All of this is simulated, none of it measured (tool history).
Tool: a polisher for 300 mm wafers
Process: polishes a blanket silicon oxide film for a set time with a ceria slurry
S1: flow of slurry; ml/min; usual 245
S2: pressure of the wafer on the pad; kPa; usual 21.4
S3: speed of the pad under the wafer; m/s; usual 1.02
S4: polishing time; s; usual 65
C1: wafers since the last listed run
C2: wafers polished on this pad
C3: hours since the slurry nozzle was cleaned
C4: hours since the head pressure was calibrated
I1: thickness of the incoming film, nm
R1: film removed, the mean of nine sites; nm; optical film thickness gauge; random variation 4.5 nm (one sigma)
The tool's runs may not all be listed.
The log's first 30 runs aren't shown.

run	hour	S1	S2	S3	S4	C1	C2	C3	C4	I1	R1
31	745.0	270	21.4	1.02	45	280	1073	289.3	374.3	848.4	199.1
32	768.8	205	14.5	1.02	65	209	1283	313.1	398.1	829.9	182.1
33	827.6	195	21.4	1.34	52	518	1801	371.9	456.9	831.4	257.2
# hour 843.5: worn pad replaced by a new one
34	844.0	190	27.6	0.86	65	109	4	388.3	473.3	829.5	279.0
35	873.5	245	21.4	1.02	65	259	264	417.8	502.8	835.2	261.2
# hour 887.3: head pressure recalibrated
36	891.3	310	23.4	1.26	75	139	403	435.6	4.0	846.3	459.9
37	917.3	310	21.4	1.02	65	229	632	461.6	30.0	842.9	306.6
# hour 995.1: slurry nozzle cleaned
38	1019.0	245	21.4	1.02	43	887	1520	23.9	131.7	849.5	206.6

Forecast each of these 3 alternatives for the next run:
A	1019.4	245	21.4	1.02	65	3	1523	24.3	132.1	828.6	?
B	1019.4	170	21.4	1.02	65	3	1523	24.3	132.1	828.6	?
C	1019.4	245	21.4	1.02	51	3	1523	24.3	132.1	828.6	?

run	R1
A	302.8
B	286.3
C	237.5
Without the tool's hidden state the same runs would have given:
run	R1
A	312.5
B	295.9
C	245.2
